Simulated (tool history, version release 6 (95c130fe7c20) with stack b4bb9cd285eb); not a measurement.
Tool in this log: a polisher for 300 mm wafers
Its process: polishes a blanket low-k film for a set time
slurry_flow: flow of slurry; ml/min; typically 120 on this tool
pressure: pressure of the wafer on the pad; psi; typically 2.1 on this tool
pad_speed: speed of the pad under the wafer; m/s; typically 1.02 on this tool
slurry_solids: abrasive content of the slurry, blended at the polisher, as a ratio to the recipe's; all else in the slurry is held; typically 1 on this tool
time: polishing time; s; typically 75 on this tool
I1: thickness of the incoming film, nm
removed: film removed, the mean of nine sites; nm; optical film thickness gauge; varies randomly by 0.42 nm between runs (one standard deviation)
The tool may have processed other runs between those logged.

{"run": 1, "hour": 0.0, "slurry_flow": 120, "pressure": 2.1, "pad_speed": 1.02, "slurry_solids": 1, "time": 69, "I1": 370.9, "removed": 28.7}
{"hour": 11.9, "done": "worn pad replaced by a new one"}
{"run": 2, "hour": 15.0, "slurry_flow": 120, "pressure": 2.1, "pad_speed": 1.02, "slurry_solids": 1, "time": 75, "I1": 366.6, "removed": 31.2}
{"run": 3, "hour": 35.2, "slurry_flow": 120, "pressure": 2.1, "pad_speed": 1.02, "slurry_solids": 1, "time": 75, "I1": 370.9, "removed": 30.9}
{"run": 4, "hour": 52.7, "slurry_flow": 120, "pressure": 2.1, "pad_speed": 1.02, "slurry_solids": 1, "time": 75, "I1": 366.2, "removed": 29.8}
{"hour": 131.9, "done": "slurry blender recalibrated"}
{"run": 5, "hour": 141.2, "slurry_flow": 120, "pressure": 2.1, "pad_speed": 1.02, "slurry_solids": 1, "time": 75, "I1": 370.9, "removed": 29.6}
{"run": 6, "hour": 163.3, "slurry_flow": 120, "pressure": 2.1, "pad_speed": 1.02, "slurry_solids": 1, "time": 75, "I1": 363.5, "removed": 29.1}
{"hour": 227.9, "done": "worn pad replaced by a new one"}
{"hour": 235.5, "done": "head pressure recalibrated"}
{"run": 7, "hour": 249.9, "slurry_flow": 120, "pressure": 2.1, "pad_speed": 1.02, "slurry_solids": 1, "time": 75, "I1": 370, "removed": 30.9}
{"run": 8, "hour": 272.9, "slurry_flow": 145, "pressure": 2.1, "pad_speed": 1.02, "slurry_solids": 1, "time": 75, "I1": 371.3, "removed": 32.3}
{"run": 9, "hour": 291.6, "slurry_flow": 120, "pressure": 2.1, "pad_speed": 1.02, "slurry_solids": 1, "time": 75, "I1": 378.5, "removed": 29.7}
{"run": 10, "hour": 320.7, "slurry_flow": 120, "pressure": 2.1, "pad_speed": 1.02, "slurry_solids": 0.85, "time": 75, "I1": 377.3, "removed": 26.8}
{"run": 11, "hour": 364.1, "slurry_flow": 100, "pressure": 2.1, "pad_speed": 1.02, "slurry_solids": 1, "time": 75, "I1": 363.6, "removed": 27.9}
{"run": 12, "hour": 390.2, "slurry_flow": 120, "pressure": 2.1, "pad_speed": 0.76, "slurry_solids": 0.7, "time": 75, "I1": 372.8, "removed": 18.7}
{"run": 13, "hour": 410.2, "slurry_flow": 150, "pressure": 2.1, "pad_speed": 0.86, "slurry_solids": 0.85, "time": 98, "I1": 362, "removed": 32.4}
{"hour": 412.9, "done": "slurry nozzle cleaned"}
{"hour": 417.4, "done": "slurry blender recalibrated"}
{"hour": 431.9, "done": "worn pad replaced by a new one"}
{"run": 14, "hour": 432.4, "slurry_flow": 120, "pressure": 2.1, "pad_speed": 1.02, "slurry_solids": 1, "time": 75, "I1": 363.9, "removed": 32.9}
{"run": 15, "hour": 446.8, "slurry_flow": 120, "pressure": 2.1, "pad_speed": 1.02, "slurry_solids": 1, "time": 75, "I1": 371.5, "removed": 32.4}
{"run": 16, "hour": 481.2, "slurry_flow": 110, "pressure": 2.1, "pad_speed": 1.02, "slurry_solids": 1.1, "time": 75, "I1": 368, "removed": 34}

Run 17, settings as shown, results not yet in. Your forecast:
{"run": 17, "hour": 507.7, "slurry_flow": 160, "pressure": 2.1, "pad_speed": 1.36, "slurry_solids": 1, "time": 75, "I1": 368, "removed": "?"}

Run 17 came out at removed 44.3 nm.
The same run, on a tool lacking any hidden state, would have yielded removed 45.5 nm.

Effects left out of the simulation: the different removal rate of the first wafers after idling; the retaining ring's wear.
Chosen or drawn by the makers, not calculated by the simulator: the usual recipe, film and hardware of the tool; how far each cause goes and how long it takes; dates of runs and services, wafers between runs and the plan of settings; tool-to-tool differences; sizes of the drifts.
